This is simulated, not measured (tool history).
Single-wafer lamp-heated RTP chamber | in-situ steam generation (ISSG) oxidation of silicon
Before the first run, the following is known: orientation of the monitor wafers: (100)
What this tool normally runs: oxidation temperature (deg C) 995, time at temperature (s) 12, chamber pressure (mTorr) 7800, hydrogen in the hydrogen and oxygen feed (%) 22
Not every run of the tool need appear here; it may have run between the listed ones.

run     day  oxidation temperature (deg C)  time at temperature (s)  chamber pressure (mTorr)  hydrogen in the hydrogen and oxygen feed (%)  wafers since the last listed run  wafers since the last pyrometer calibration  hours since the pressure gauge was zeroed  hours since the hydrogen flow controller was replaced  hours since the gauge calibration  read-back reference wafer on the same gauge, thickness  oxide thickness on the monitor wafer (nm)
  1       0                            995                       12                      7800                                            27                                 0                                         1662                                     3359.3                                                 2745.3                                148                                                   3.381                                      4.467
  2   1.771                            995                       12                      7800                                            27                               605                                         2267                                     3401.8                                                 2787.8                              190.5                                                   3.381                                      4.484
  3   2.442                            999                       12                      7800                                            22                               229                                         2496                                     3417.9                                                 2803.9                              206.6                                                   3.378                                      4.298
  4   2.817                            999                       12                      7800                                            22                               128                                         2625                                     3426.9                                                 2812.9                              215.6                                                    3.38                                      4.295
  5   3.546                            995                       12                      7800                                            22                               249                                         2874                                     3444.4                                                 2830.4                              233.1                                                   3.382                                      4.247
  6   4.054                            995                       12                      7800                                            22                               173                                         3048                                     3456.6                                                 2842.6                              245.3                                                    3.38                                      4.255
  7   4.596                            995                       12                      7800                                            29                               185                                         3233                                     3469.6                                                 2855.6                              258.3                                                   3.381                                      4.586
  8   4.875                            995                       12                      7800                                            29                                95                                         3328                                     3476.3                                                 2862.3                                265                                                   3.379                                      4.587
  9   5.233                            995                       12                      7800                                            29                               122                                         3451                                     3484.9                                                 2870.9                              273.6                                                    3.38                                      4.576
 10   5.838                           1004                       12                      8100                                            22                               206                                         3657                                     3499.4                                                 2885.4                              288.1                                                   3.381                                      4.386
        6.7  -- pyrometer window cleaned and pyrometer calibrated
 11   6.721                           1004                       12                      8100                                            22                               188                                            7                                     3520.6                                                 2906.6                              309.3                                                    3.38                                      4.335
 12   7.062                            995                       12                      7800                                            22                               116                                          123                                     3528.8                                                 2914.8                              317.5                                                    3.38                                      4.218
 13   7.692                            995                       12                      7800                                            22                               215                                          338                                     3543.9                                                 2929.9                              332.6                                                   3.381                                      4.212
      8.029  -- pressure gauge zeroed
 14   8.408                            995                        8                      8400                                            22                               131                                          470                                        9.1                                                 2947.1                              349.8                                                   3.381                                      3.558
 15   9.129                            995                       12                      7800                                            22                               246                                          716                                       26.4                                                 2964.4                              367.1                                                   3.381                                      4.216
 16   9.471                            995                       12                      8900                                            28                               116                                          833                                       34.6                                                 2972.6                              375.3                                                    3.38                                      4.469
      9.858  -- gauge calibrated
 17  10.004                            995                       12                      7800                                            22                               182                                         1015                                       47.4                                                 2985.4                                3.5                                                   3.379                                      4.225
 18  10.633                            986                        8                      7800                                            30                               215                                         1230                                       62.5                                                 3000.5                               18.6                                                    3.38                                      3.817
 19  11.204                            995                       12                      8800                                            22                               195                                         1425                                       76.2                                                 3014.2                               32.3                                                    3.38                                      4.213
     11.971  -- hydrogen flow controller replaced
 20  11.992                           1003                       12                      7800                                            22                               155                                         1581                                       95.1                                                    0.5                               51.2                                                    3.38                                      4.351
 21  12.017                            980                       12                      7000                                            14                                 8                                         1589                                       95.7                                                    1.1                               51.8                                                   3.379                                      3.578
 22  12.508                            995                       12                      7800                                            22                               168                                         1757                                      107.5                                                   12.9                               63.6                                                   3.379                                      4.224
 23  13.012                            995                       12                      8200                                            22                               172                                         1930                                      119.6                                                     25                               75.7                                                    3.38                                      4.234
 24  13.429                           1002                        9                      6900                                            17                               142                                         2072                                      129.6                                                     35                               85.7                                                    3.38                                      3.576
 25  14.175                            995                       12                      7800                                            22                               255                                         2327                                      147.5                                                   52.9                              103.6                                                    3.38                                      4.236
 26  14.838                            995                       12                      7800                                            22                               226                                         2554                                      163.4                                                   68.8                              119.5                                                   3.379                                      4.236
 27   15.45                           1009                        8                      8800                                            18                               209                                         2763                                      178.1                                                   83.5                              134.2                                                   3.379                                      3.544

Alternative continuations, all from the tool just after run 27; predict every row:
  A  15.467                            995                       16                      7800                                            22                                 5                                         2769                                      178.5                                                   83.9                              134.6                                                       ?                                          ?
  B  15.467                            987                       16                      9200                                            31                                 5                                         2769                                      178.5                                                   83.9                              134.6                                                       ?                                          ?
  C  15.467                            980                       13                      7200                                            15                                 5                                         2769                                      178.5                                                   83.9                              134.6                                                       ?                                          ?
  D  15.467                            983                       15                      7800                                            18                                 5                                         2769                                      178.5                                                   83.9                              134.6                                                       ?                                          ?

run  read-back reference wafer on the same gauge, thickness  oxide thickness on the monitor wafer (nm)
  A                                                   3.382                                      4.826
  B                                                   3.382                                      5.034
  C                                                   3.382                                      3.806
  D                                                   3.382                                      4.281
Take away the tool's hidden state, keep each run's random variation, and the runs would have read:
run  oxide thickness on the monitor wafer (nm)
  A                                      4.776
  B                                      4.985
  C                                      3.774
  D                                      4.242

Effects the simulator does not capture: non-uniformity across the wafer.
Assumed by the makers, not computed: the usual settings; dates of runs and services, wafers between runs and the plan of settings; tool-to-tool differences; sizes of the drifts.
